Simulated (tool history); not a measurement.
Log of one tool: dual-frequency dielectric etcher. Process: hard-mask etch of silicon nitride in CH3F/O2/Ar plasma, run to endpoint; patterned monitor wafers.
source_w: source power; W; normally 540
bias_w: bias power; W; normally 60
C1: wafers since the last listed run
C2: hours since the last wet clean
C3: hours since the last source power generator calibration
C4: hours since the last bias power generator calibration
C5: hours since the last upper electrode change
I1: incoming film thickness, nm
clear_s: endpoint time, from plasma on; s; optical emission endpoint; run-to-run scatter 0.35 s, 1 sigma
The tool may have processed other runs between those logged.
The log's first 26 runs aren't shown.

{"run": 27, "hour": 697.6, "source_w": 470, "bias_w": 70, "C1": 218, "C2": 296.7, "C3": 217.4, "C4": 90.4, "C5": 381.8, "I1": 48.49, "clear_s": 73.8}
{"run": 28, "hour": 728.2, "source_w": 440, "bias_w": 66, "C1": 351, "C2": 327.3, "C3": 248, "C4": 121, "C5": 412.4, "I1": 47.52, "clear_s": 77.8}
{"run": 29, "hour": 749.1, "source_w": 500, "bias_w": 67, "C1": 240, "C2": 348.2, "C3": 268.9, "C4": 141.9, "C5": 433.3, "I1": 48.05, "clear_s": 72.2}
{"run": 30, "hour": 761.6, "source_w": 630, "bias_w": 45, "C1": 143, "C2": 360.7, "C3": 281.4, "C4": 154.4, "C5": 445.8, "I1": 47.67, "clear_s": 71.7}
{"hour": 791.1, "done": "wet clean of the chamber"}
{"run": 31, "hour": 793.6, "source_w": 460, "bias_w": 52, "C1": 91, "C2": 2.5, "C3": 313.4, "C4": 186.4, "C5": 477.8, "I1": 47.9, "clear_s": 79.7}
{"run": 32, "hour": 825.2, "source_w": 540, "bias_w": 60, "C1": 362, "C2": 34.1, "C3": 345, "C4": 218, "C5": 509.4, "I1": 48.28, "clear_s": 70.1}
{"run": 33, "hour": 858.8, "source_w": 590, "bias_w": 70, "C1": 385, "C2": 67.7, "C3": 378.6, "C4": 251.6, "C5": 543, "I1": 48.43, "clear_s": 63.2}
{"run": 34, "hour": 879.3, "source_w": 630, "bias_w": 65, "C1": 235, "C2": 88.2, "C3": 399.1, "C4": 272.1, "C5": 563.5, "I1": 48.56, "clear_s": 62.9}

Branching from run 34: 4 alternative next runs. What would each branch give?
{"run": "A", "hour": 879.7, "source_w": 580, "bias_w": 60, "C1": 4, "C2": 88.6, "C3": 399.5, "C4": 272.5, "C5": 563.9, "I1": 47.87, "clear_s": "?"}
{"run": "B", "hour": 879.7, "source_w": 460, "bias_w": 67, "C1": 4, "C2": 88.6, "C3": 399.5, "C4": 272.5, "C5": 563.9, "I1": 47.87, "clear_s": "?"}
{"run": "C", "hour": 879.7, "source_w": 650, "bias_w": 69, "C1": 4, "C2": 88.6, "C3": 399.5, "C4": 272.5, "C5": 563.9, "I1": 47.87, "clear_s": "?"}
{"run": "D", "hour": 879.7, "source_w": 420, "bias_w": 60, "C1": 4, "C2": 88.6, "C3": 399.5, "C4": 272.5, "C5": 563.9, "I1": 47.87, "clear_s": "?"}

run=A clear_s=67.1
run=B clear_s=73.5
run=C clear_s=60.4
run=D clear_s=80.7
The same runs, with their run-to-run variation unchanged, on a tool lacking any hidden condition would have given:
run=A clear_s=66.6
run=B clear_s=73
run=C clear_s=59.9
run=D clear_s=80

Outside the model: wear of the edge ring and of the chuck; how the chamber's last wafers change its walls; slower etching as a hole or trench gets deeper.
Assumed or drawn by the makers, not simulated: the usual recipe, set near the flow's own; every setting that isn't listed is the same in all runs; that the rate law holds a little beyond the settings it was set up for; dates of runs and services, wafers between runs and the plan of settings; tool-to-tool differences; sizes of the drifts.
